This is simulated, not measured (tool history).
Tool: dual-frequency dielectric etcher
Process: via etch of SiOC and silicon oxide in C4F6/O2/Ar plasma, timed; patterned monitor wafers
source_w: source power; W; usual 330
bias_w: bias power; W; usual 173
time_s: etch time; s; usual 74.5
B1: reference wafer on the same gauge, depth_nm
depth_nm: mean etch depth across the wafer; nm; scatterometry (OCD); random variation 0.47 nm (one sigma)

{"run": 1, "hour": 0.0, "source_w": 290, "bias_w": 173, "time_s": 74.5, "B1": 70.0, "depth_nm": 68.0}
{"run": 2, "hour": 14.2, "source_w": 330, "bias_w": 173, "time_s": 74.5, "B1": 70.0, "depth_nm": 71.8}
{"run": 3, "hour": 32.0, "source_w": 330, "bias_w": 173, "time_s": 74.5, "B1": 70.0, "depth_nm": 72.1}
{"run": 4, "hour": 47.0, "source_w": 330, "bias_w": 173, "time_s": 74.5, "B1": 70.2, "depth_nm": 72.3}
{"run": 5, "hour": 76.2, "source_w": 330, "bias_w": 173, "time_s": 74.5, "B1": 70.2, "depth_nm": 70.5}
{"run": 6, "hour": 89.7, "source_w": 330, "bias_w": 173, "time_s": 74.5, "B1": 70.1, "depth_nm": 71.7}
{"run": 7, "hour": 104.1, "source_w": 290, "bias_w": 173, "time_s": 84.0, "B1": 70.2, "depth_nm": 76.4}
{"run": 8, "hour": 125.9, "source_w": 290, "bias_w": 173, "time_s": 84.0, "B1": 70.1, "depth_nm": 77.1}
{"hour": 133.5, "done": "source power generator calibrated"}
{"run": 9, "hour": 143.0, "source_w": 330, "bias_w": 173, "time_s": 74.5, "B1": 70.2, "depth_nm": 70.5}
{"hour": 183.9, "done": "wet clean of the chamber"}
{"run": 10, "hour": 184.4, "source_w": 330, "bias_w": 208, "time_s": 74.5, "B1": 70.1, "depth_nm": 78.7}
{"run": 11, "hour": 184.7, "source_w": 380, "bias_w": 173, "time_s": 74.5, "B1": 70.0, "depth_nm": 78.2}
{"run": 12, "hour": 189.2, "source_w": 300, "bias_w": 209, "time_s": 74.5, "B1": 70.0, "depth_nm": 75.9}
{"hour": 205.6, "done": "bias power generator calibrated"}
{"run": 13, "hour": 206.1, "source_w": 290, "bias_w": 162, "time_s": 55.5, "B1": 70.1, "depth_nm": 51.8}
{"run": 14, "hour": 212.3, "source_w": 330, "bias_w": 173, "time_s": 74.5, "B1": 70.0, "depth_nm": 74.1}
{"run": 15, "hour": 223.6, "source_w": 270, "bias_w": 148, "time_s": 54.0, "B1": 70.1, "depth_nm": 48.1}
{"hour": 280.0, "done": "upper electrode replaced, of another model than before"}
{"run": 16, "hour": 280.5, "source_w": 360, "bias_w": 191, "time_s": 90.5, "B1": 70.0, "depth_nm": 94.1}
{"run": 17, "hour": 286.7, "source_w": 260, "bias_w": 192, "time_s": 54.0, "B1": 70.2, "depth_nm": 51.4}
{"run": 18, "hour": 301.3, "source_w": 360, "bias_w": 133, "time_s": 84.5, "B1": 70.2, "depth_nm": 82.0}
{"run": 19, "hour": 307.4, "source_w": 330, "bias_w": 173, "time_s": 65.0, "B1": 69.9, "depth_nm": 63.8}
{"run": 20, "hour": 319.2, "source_w": 330, "bias_w": 173, "time_s": 54.5, "B1": 70.2, "depth_nm": 53.3}
{"hour": 335.6, "done": "gauge calibrated"}
{"run": 21, "hour": 336.3, "source_w": 330, "bias_w": 195, "time_s": 93.5, "B1": 70.3, "depth_nm": 94.4}
{"run": 22, "hour": 351.9, "source_w": 330, "bias_w": 173, "time_s": 74.5, "B1": 70.2, "depth_nm": 73.5}
{"run": 23, "hour": 369.9, "source_w": 330, "bias_w": 156, "time_s": 74.5, "B1": 70.2, "depth_nm": 71.2}
{"run": 24, "hour": 385.5, "source_w": 380, "bias_w": 196, "time_s": 89.5, "B1": 70.0, "depth_nm": 93.1}
{"run": 25, "hour": 398.1, "source_w": 330, "bias_w": 156, "time_s": 74.5, "B1": 70.1, "depth_nm": 71.8}
{"run": 26, "hour": 411.0, "source_w": 330, "bias_w": 173, "time_s": 74.5, "B1": 70.0, "depth_nm": 72.6}
{"run": 27, "hour": 427.3, "source_w": 410, "bias_w": 184, "time_s": 74.5, "B1": 70.2, "depth_nm": 78.0}
{"run": 28, "hour": 435.4, "source_w": 370, "bias_w": 136, "time_s": 62.0, "B1": 70.0, "depth_nm": 59.6}
{"run": 29, "hour": 444.8, "source_w": 350, "bias_w": 173, "time_s": 74.5, "B1": 70.3, "depth_nm": 74.2}
{"run": 30, "hour": 462.8, "source_w": 330, "bias_w": 184, "time_s": 74.5, "B1": 70.1, "depth_nm": 72.8}

4 ways to go on from here, each from the tool as it stands after run 30. What would each give?
{"run": "A", "hour": 463.2, "source_w": 330, "bias_w": 137, "time_s": 74.5, "B1": "?", "depth_nm": "?"}
{"run": "B", "hour": 463.2, "source_w": 410, "bias_w": 173, "time_s": 89.0, "B1": "?", "depth_nm": "?"}
{"run": "C", "hour": 463.2, "source_w": 360, "bias_w": 173, "time_s": 74.5, "B1": "?", "depth_nm": "?"}
{"run": "D", "hour": 463.2, "source_w": 280, "bias_w": 173, "time_s": 74.5, "B1": "?", "depth_nm": "?"}

run=A B1=70.1 depth_nm=69.1
run=B B1=70.1 depth_nm=91.6
run=C B1=70.1 depth_nm=73.9
run=D B1=70.1 depth_nm=69.1
Without the tool's hidden state the same runs would have given:
run=A depth_nm=70.7
run=B depth_nm=93.7
run=C depth_nm=75.6
run=D depth_nm=70.8

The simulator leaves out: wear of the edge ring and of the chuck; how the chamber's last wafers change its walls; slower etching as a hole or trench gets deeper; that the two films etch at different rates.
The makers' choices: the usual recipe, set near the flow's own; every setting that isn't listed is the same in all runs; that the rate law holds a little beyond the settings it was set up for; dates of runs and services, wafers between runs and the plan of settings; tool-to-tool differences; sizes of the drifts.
